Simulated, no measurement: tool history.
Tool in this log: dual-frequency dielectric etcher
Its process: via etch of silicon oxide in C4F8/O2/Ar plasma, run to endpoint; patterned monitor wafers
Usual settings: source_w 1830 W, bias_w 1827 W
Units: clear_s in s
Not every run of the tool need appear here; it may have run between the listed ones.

run,hour,source_w,bias_w,"incoming incoming film thickness, nm",clear_s
1,0.0,1670,1827,1694.8,382.2
2,67.8,1830,1827,1701.1,359.7
3,98.8,1830,1827,1699.4,361.1
4,140.1,1830,1827,1704.1,361.3
5,195.8,1970,1827,1698.7,344.2
# hour 242.0: wet clean of the chamber
6,248.1,1970,1827,1700.8,354.3
7,285.6,1970,1827,1700.2,354.6
8,329.5,1830,1827,1717.6,371.1
9,396.0,1830,1827,1701.2,368.2
# hour 406.3: source power generator calibrated
10,433.3,1830,1827,1710.3,367.1
11,464.2,1830,1827,1702.7,365.7
12,532.0,1830,1827,1703.7,364.3
13,598.6,1830,1827,1721.4,364.4
14,637.9,1830,1827,1706.4,363.8
15,698.2,1830,1827,1716.4,364.9
# hour 740.6: bias power generator calibrated
16,746.4,2160,2153,1710.9,317.4
# hour 806.6: wet clean of the chamber
17,807.1,2030,1996,1725.2,348.0
18,858.6,2160,1591,1709.6,351.0
19,900.0,1830,1827,1706.5,369.4
20,944.2,1630,1560,1701.4,409.0
21,971.5,2150,1621,1703.0,345.7
# hour 1042.3: upper electrode replaced
22,1042.9,1420,1380,1702.2,456.0
23,1112.0,1830,1827,1714.0,367.0
24,1160.3,2250,1827,1717.7,326.1
25,1222.8,1440,1827,1719.4,422.6
# hour 1261.3: wet clean of the chamber
26,1261.8,1600,1597,1701.4,413.5
27,1302.1,1830,1827,1710.4,372.1
28,1354.0,2030,1687,1707.5,356.0
29,1386.8,2090,1570,1714.3,354.9
30,1427.7,2290,1621,1712.4,334.0
31,1476.8,1830,1827,1706.2,364.5
32,1527.0,2270,1827,1702.2,322.5
33,1555.5,1830,1827,1708.2,364.8
34,1617.0,1610,1569,1705.6,402.3
35,1675.8,2230,2272,1710.2,306.7

Alternative continuations, all from the tool just after run 35; predict every row:
A,1676.3,1830,1827,1722.4,?
B,1676.3,2030,1827,1722.4,?
C,1676.3,2160,1827,1722.4,?
D,1676.3,2120,1827,1722.4,?

run,clear_s
A,366.6
B,345.9
C,334.5
D,337.8
Stripped of hidden state, with their random variation kept, the same runs would have yielded:
run,clear_s
A,377.2
B,356.0
C,344.2
D,347.7
